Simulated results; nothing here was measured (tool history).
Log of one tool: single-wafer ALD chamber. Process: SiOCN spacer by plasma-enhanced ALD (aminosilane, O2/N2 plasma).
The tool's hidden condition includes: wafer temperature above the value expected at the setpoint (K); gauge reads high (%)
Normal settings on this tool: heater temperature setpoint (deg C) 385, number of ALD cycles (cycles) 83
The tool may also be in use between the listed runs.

run	hour	heater temperature setpoint (deg C)	number of ALD cycles (cycles)	wafers since the last listed run	hours since the last thermocouple change	hours since the gauge calibration	read-back reference wafer on the same gauge, thickness_nm	mean film thickness on the monitor wafer (nm)
1	0	385	83	0	2073.5	306.7	4.747	4.963
2	32.1	385	83	123	2105.6	338.8	4.749	4.927
3	59.2	385	83	104	2132.7	365.9	4.748	4.944
4	94.1	385	83	134	2167.6	400.8	4.751	4.929
5	113.7	385	93	75	2187.2	420.4	4.747	5.541
6	206.1	385	93	356	2279.6	512.8	4.75	5.559
7	234.6	382	78	109	2308.1	541.3	4.752	4.631
8	256.7	385	83	85	2330.2	563.4	4.754	4.965
# hour 278.3: gauge calibrated
9	288.8	385	83	123	2362.3	10.5	4.75	4.945
10	319.1	385	83	116	2392.6	40.8	4.75	4.927
11	342.6	385	93	90	2416.1	64.3	4.748	5.552
12	361.1	377	98	71	2434.6	82.8	4.751	5.853
# hour 393: thermocouple changed; heater temperature recalibrated
13	393.5	395	74	94	0.5	115.2	4.75	4.392
14	410.2	393	72	64	17.2	131.9	4.751	4.293
15	429.2	372	89	73	36.2	150.9	4.753	5.333
16	458.4	377	70	112	65.4	180.1	4.747	4.185
17	531.3	391	94	281	138.3	253	4.752	5.605
18	549.2	385	77	69	156.2	270.9	4.751	4.603
19	564.5	371	83	58	171.5	286.2	4.751	4.964

Branching from run 19: 3 alternative next runs. What would each branch give?
A	565.1	385	83	2	172.1	286.8	?	?
B	565.1	380	77	2	172.1	286.8	?	?
C	565.1	393	78	2	172.1	286.8	?	?

run	read-back reference wafer on the same gauge, thickness_nm	mean film thickness on the monitor wafer (nm)
A	4.75	4.958
B	4.75	4.599
C	4.75	4.659
Without the tool's unlogged condition, the same runs would have read:
run	mean film thickness on the monitor wafer (nm)
A	4.958
B	4.599
C	4.659

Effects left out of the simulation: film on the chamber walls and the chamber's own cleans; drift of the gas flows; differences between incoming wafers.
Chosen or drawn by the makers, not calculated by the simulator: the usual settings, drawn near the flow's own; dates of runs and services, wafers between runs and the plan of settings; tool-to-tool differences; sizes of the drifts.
